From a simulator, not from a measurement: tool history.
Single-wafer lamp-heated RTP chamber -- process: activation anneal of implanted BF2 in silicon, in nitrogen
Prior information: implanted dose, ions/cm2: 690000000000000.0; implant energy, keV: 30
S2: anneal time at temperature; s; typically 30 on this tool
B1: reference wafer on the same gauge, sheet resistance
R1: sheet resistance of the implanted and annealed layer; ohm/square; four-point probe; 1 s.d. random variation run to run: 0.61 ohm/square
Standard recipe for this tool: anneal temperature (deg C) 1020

{"run": 1, "hour": 0.0, "anneal temperature (deg C)": 1020, "S2": 30, "B1": 184.41, "R1": 185.47}
{"run": 2, "hour": 46.9, "anneal temperature (deg C)": 1020, "S2": 30, "B1": 184.52, "R1": 185.83}
{"run": 3, "hour": 137.3, "anneal temperature (deg C)": 1020, "S2": 30, "B1": 184.7, "R1": 184.22}
{"run": 4, "hour": 219.7, "anneal temperature (deg C)": 1020, "S2": 30, "B1": 184.84, "R1": 186.2}
{"hour": 257.3, "done": "pyrometer window cleaned and pyrometer calibrated"}
{"run": 5, "hour": 290.5, "anneal temperature (deg C)": 1020, "S2": 30, "B1": 184.91, "R1": 186.52}
{"run": 6, "hour": 337.1, "anneal temperature (deg C)": 1020, "S2": 30, "B1": 185.51, "R1": 185.12}
{"run": 7, "hour": 375.0, "anneal temperature (deg C)": 1020, "S2": 44, "B1": 185.63, "R1": 184.35}
{"run": 8, "hour": 430.6, "anneal temperature (deg C)": 1020, "S2": 44, "B1": 185.52, "R1": 183.16}
{"run": 9, "hour": 476.9, "anneal temperature (deg C)": 1020, "S2": 44, "B1": 185.66, "R1": 183.7}
{"run": 10, "hour": 566.4, "anneal temperature (deg C)": 1020, "S2": 30, "B1": 186.07, "R1": 186.7}
{"run": 11, "hour": 635.4, "anneal temperature (deg C)": 1034, "S2": 30, "B1": 186.09, "R1": 184.08}
{"run": 12, "hour": 717.1, "anneal temperature (deg C)": 1039, "S2": 30, "B1": 186.64, "R1": 182.04}
{"hour": 774.7, "done": "pyrometer window cleaned and pyrometer calibrated"}
{"run": 13, "hour": 776.3, "anneal temperature (deg C)": 1020, "S2": 30, "B1": 187.01, "R1": 188.47}
{"run": 14, "hour": 831.4, "anneal temperature (deg C)": 1020, "S2": 30, "B1": 187.12, "R1": 186.87}
{"run": 15, "hour": 905.9, "anneal temperature (deg C)": 1020, "S2": 25, "B1": 187.51, "R1": 190.34}
{"hour": 975.6, "done": "reflector plate cleaned"}
{"run": 16, "hour": 976.9, "anneal temperature (deg C)": 996, "S2": 30, "B1": 187.94, "R1": 197.31}
{"run": 17, "hour": 1076.9, "anneal temperature (deg C)": 996, "S2": 30, "B1": 188.61, "R1": 198.1}
{"run": 18, "hour": 1137.1, "anneal temperature (deg C)": 1020, "S2": 30, "B1": 188.91, "R1": 189.53}
{"hour": 1145.7, "done": "gauge calibrated"}
{"hour": 1203.3, "done": "pyrometer window cleaned and pyrometer calibrated"}
{"run": 19, "hour": 1208.6, "anneal temperature (deg C)": 1020, "S2": 30, "B1": 184.53, "R1": 185.37}
{"run": 20, "hour": 1307.5, "anneal temperature (deg C)": 1036, "S2": 36, "B1": 184.47, "R1": 179.79}
{"run": 21, "hour": 1367.6, "anneal temperature (deg C)": 1020, "S2": 44, "B1": 184.75, "R1": 182.98}

Run 22 comes next. What will it give?
{"run": 22, "hour": 1405.4, "anneal temperature (deg C)": 1020, "S2": 30, "B1": "?", "R1": "?"}

B1: 184.75
R1: 184.80 ohm/square
The same run, on a tool lacking any hidden state, would have yielded R1 184.10 ohm/square.
